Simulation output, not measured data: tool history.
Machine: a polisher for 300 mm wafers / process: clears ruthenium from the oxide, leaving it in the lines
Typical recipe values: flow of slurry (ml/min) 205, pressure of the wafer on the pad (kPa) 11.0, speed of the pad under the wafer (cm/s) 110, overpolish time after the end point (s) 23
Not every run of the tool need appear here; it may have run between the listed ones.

run    hour  flow of slurry (ml/min)  pressure of the wafer on the pad (kPa)  speed of the pad under the wafer (cm/s)  overpolish time after the end point (s)  wafers since the last listed run  wafers polished on this pad  hours since the slurry nozzle was cleaned  hours since the head pressure was calibrated  incoming thickness of the incoming film, nm  time until the end point was called (s)
  1     0.0                      205                                     8.3                                      110                                       23                                 0                            6                                      299.7                                         165.5                                        140.2                                    156.7
  2    56.4                      205                                    11.0                                      110                                       23                               245                          251                                      356.1                                         221.9                                        142.1                                    121.7
      126.4  -- slurry nozzle cleaned
  3   134.4                      205                                    11.0                                      110                                       23                               335                          586                                        8.0                                         299.9                                        139.5                                    117.8
  4   193.7                      205                                    11.0                                      110                                       23                               258                          844                                       67.3                                         359.2                                        139.1                                    120.3
  5   248.2                      205                                    11.0                                      110                                       23                               237                         1081                                      121.8                                         413.7                                        139.4                                    118.5
      254.0  -- head pressure recalibrated
  6   312.6                      205                                     7.6                                      110                                       23                               271                         1353                                      186.2                                          58.6                                        138.6                                    165.8
  7   350.5                      205                                     7.6                                      110                                       23                               164                         1518                                      224.1                                          96.5                                        140.8                                    175.7
  8   421.2                      205                                    11.0                                      110                                       30                               307                         1825                                      294.8                                         167.2                                        140.3                                    117.1
      435.4  -- worn pad replaced by a new one
  9   497.4                      205                                    11.0                                      110                                       30                               314                          269                                      371.0                                         243.4                                        140.9                                    117.6
      591.7  -- slurry nozzle cleaned
 10   602.9                      205                                    11.0                                      110                                       30                               454                          724                                       11.2                                         348.9                                        141.7                                    118.9
      632.9  -- head pressure recalibrated
 11   644.0                      205                                    11.0                                      110                                       23                               170                          894                                       52.3                                          11.1                                        139.8                                    120.2
 12   732.9                      205                                    11.0                                      110                                       23                               386                         1281                                      141.2                                         100.0                                        141.3                                    119.2
 13   776.5                      205                                    11.0                                      110                                       23                               189                         1471                                      184.8                                         143.6                                        138.9                                    116.1
      848.9  -- worn pad replaced by a new one
 14   863.2                      150                                    11.0                                      110                                       28                               359                           62                                      271.5                                         230.3                                        139.4                                    121.9
 15   920.1                      245                                    11.0                                      110                                       33                               247                          309                                      328.4                                         287.2                                        142.3                                    116.9
 16  1025.5                      205                                    11.0                                      110                                       23                               458                          768                                      433.8                                         392.6                                        142.0                                    121.3
     1044.2  -- slurry nozzle cleaned
 17  1083.7                      230                                    11.0                                       86                                       23                               248                         1017                                       39.5                                         450.8                                        140.4                                    153.2
     1086.5  -- head pressure recalibrated
 18  1154.8                      185                                    13.8                                      110                                       18                               300                         1317                                      110.6                                          68.3                                        137.6                                     92.2
 19  1199.0                      205                                    11.0                                      110                                       23                               192                         1510                                      154.8                                         112.5                                        141.6                                    122.1
     1220.3  -- worn pad replaced by a new one
 20  1299.6                      205                                     9.0                                       84                                       23                               420                          345                                      255.4                                         213.1                                        138.0                                    189.4
 21  1361.5                      205                                    11.0                                      110                                       23                               269                          614                                      317.3                                         275.0                                        139.6                                    120.3
 22  1450.9                      270                                    11.0                                      110                                       23                               388                         1003                                      406.7                                         364.4                                        137.9                                    113.3
     1473.7  -- slurry nozzle cleaned
     1517.4  -- head pressure recalibrated
 23  1526.4                      135                                    12.4                                       86                                       30                               315                         1318                                       52.7                                           9.0                                        139.8                                    144.2
 24  1593.3                      230                                    11.0                                      110                                       27                               291                         1609                                      119.6                                          75.9                                        138.7                                    113.0
     1664.0  -- worn pad replaced by a new one
 25  1893.2                      240                                     8.3                                      126                                       11                              1287                          997                                      419.5                                         375.8                                        139.2                                    139.2
     1909.7  -- head pressure recalibrated
 26  1940.5                      205                                     7.6                                      110                                       32                               197                         1194                                      466.8                                          30.8                                        139.4                                    168.8

What was the tool's hidden state at every run in the log?
removal rate lost through wear of the pad, %: 0, the same for each run
slurry flow missing at the pad, %: 0, the same for each run
deviation of the head's pressure from its setpoint, %: 0, the same for each run

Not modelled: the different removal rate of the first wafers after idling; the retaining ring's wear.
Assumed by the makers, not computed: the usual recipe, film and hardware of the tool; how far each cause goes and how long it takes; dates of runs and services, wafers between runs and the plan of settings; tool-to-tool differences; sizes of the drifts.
